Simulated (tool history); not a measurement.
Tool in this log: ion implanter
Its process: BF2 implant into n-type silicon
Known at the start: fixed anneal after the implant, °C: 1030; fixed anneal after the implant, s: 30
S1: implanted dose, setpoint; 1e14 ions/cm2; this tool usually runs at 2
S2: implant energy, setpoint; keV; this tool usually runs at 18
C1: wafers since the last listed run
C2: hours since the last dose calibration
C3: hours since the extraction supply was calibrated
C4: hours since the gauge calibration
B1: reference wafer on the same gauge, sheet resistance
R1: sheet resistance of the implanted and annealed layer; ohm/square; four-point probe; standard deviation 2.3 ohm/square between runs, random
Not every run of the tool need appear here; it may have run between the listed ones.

| run | hour | S1 | S2 | C1 | C2 | C3 | C4 | B1 | R1 |
|---|---|---|---|---|---|---|---|---|---|
| 1 | 0 | 2 | 18 | 0 | 1180.5 | 2063.1 | 32.6 | 547.34 | 520.05 |
| 2 | 33.3 | 2 | 18 | 300 | 1213.8 | 2096.4 | 65.9 | 545.78 | 527.84 |
| 3 | 52.1 | 2 | 18 | 169 | 1232.6 | 2115.2 | 84.7 | 547.18 | 522.81 |
| 4 | 69.1 | 2 | 20.5 | 153 | 1249.6 | 2132.2 | 101.7 | 547.31 | 514.3 |
| 5 | 102.9 | 2 | 20.5 | 305 | 1283.4 | 2166 | 135.5 | 548.4 | 514.36 |
| 6 | 129.5 | 2 | 16 | 240 | 1310 | 2192.6 | 162.1 | 546.22 | 529.06 |
| 7 | 163 | 2.2 | 18 | 302 | 1343.5 | 2226.1 | 195.6 | 547.49 | 481.06 |
| 8 | 198.7 | 1.68 | 16.5 | 322 | 1379.2 | 2261.8 | 231.3 | 547.54 | 615.76 |
|  | 226.5 | Faraday cup replaced and dose calibrated |
| 9 | 227 | 1.68 | 16.5 | 183 | 0.5 | 2290.1 | 259.6 | 548.33 | 589.19 |
| 10 | 247.6 | 2 | 18 | 186 | 21.1 | 2310.7 | 280.2 | 546.14 | 500.14 |
| 11 | 264.6 | 2 | 22.5 | 153 | 38.1 | 2327.7 | 297.2 | 546.45 | 491.67 |
| 12 | 299 | 2 | 16.5 | 310 | 72.5 | 2362.1 | 331.6 | 546.98 | 511.85 |
| 13 | 330.3 | 2 | 16.5 | 282 | 103.8 | 2393.4 | 362.9 | 547.54 | 510.47 |
| 14 | 355.3 | 2.58 | 12.5 | 225 | 128.8 | 2418.4 | 387.9 | 546.59 | 418.24 |
| 15 | 376 | 1.8 | 12.5 | 186 | 149.5 | 2439.1 | 408.6 | 546.93 | 576.66 |
|  | 384.6 | gauge calibrated |
| 16 | 408.7 | 2 | 16 | 295 | 182.2 | 2471.8 | 24.1 | 547.14 | 515.67 |
| 17 | 442.8 | 1.71 | 22 | 307 | 216.3 | 2505.9 | 58.2 | 546.76 | 569.17 |
| 18 | 477.1 | 2.22 | 22 | 309 | 250.6 | 2540.2 | 92.5 | 546.36 | 453.76 |
|  | 494.6 | extraction supply calibrated |
| 19 | 506.5 | 2.36 | 13 | 193 | 280 | 11.9 | 121.9 | 547.45 | 458.83 |
| 20 | 530.3 | 2.16 | 20.5 | 214 | 303.8 | 35.7 | 145.7 | 547.54 | 475.01 |
| 21 | 562 | 1.42 | 20 | 286 | 335.5 | 67.4 | 177.4 | 547.2 | 674.11 |
| 22 | 588.6 | 2 | 18 | 240 | 362.1 | 94 | 204 | 546.65 | 517.46 |
| 23 | 621.5 | 2 | 12.5 | 297 | 395 | 126.9 | 236.9 | 546.33 | 530.53 |
| 24 | 650 | 2.32 | 13.5 | 257 | 423.5 | 155.4 | 265.4 | 547.59 | 469.05 |
| 25 | 685.5 | 1.46 | 16.5 | 320 | 459 | 190.9 | 300.9 | 547.39 | 683.7 |
| 26 | 713.6 | 1.4 | 23 | 253 | 487.1 | 219 | 329 | 545.8 | 681.84 |
| 27 | 744.6 | 2 | 18 | 279 | 518.1 | 250 | 360 | 547.39 | 515.42 |

Run by run, hidden condition taken away, random variation retained:
Hidden state at play: deviation of the true dose from the Faraday cup's reading, %; deviation of the true energy from its setpoint, %; gauge reads high (%).
| run | R1 |
|---|---|
| 1 | 500.13 |
| 2 | 507.48 |
| 3 | 502.57 |
| 4 | 494.46 |
| 5 | 494.39 |
| 6 | 508.19 |
| 7 | 462.1 |
| 8 | 591.26 |
| 9 | 590.32 |
| 10 | 500.15 |
| 11 | 490.95 |
| 12 | 509.62 |
| 13 | 506.99 |
| 14 | 414.69 |
| 15 | 570.74 |
| 16 | 509.31 |
| 17 | 561.1 |
| 18 | 446.39 |
| 19 | 450.62 |
| 20 | 465.94 |
| 21 | 660.34 |
| 22 | 506.11 |
| 23 | 518 |
| 24 | 457.57 |
| 25 | 666.03 |
| 26 | 663.98 |
| 27 | 501.06 |
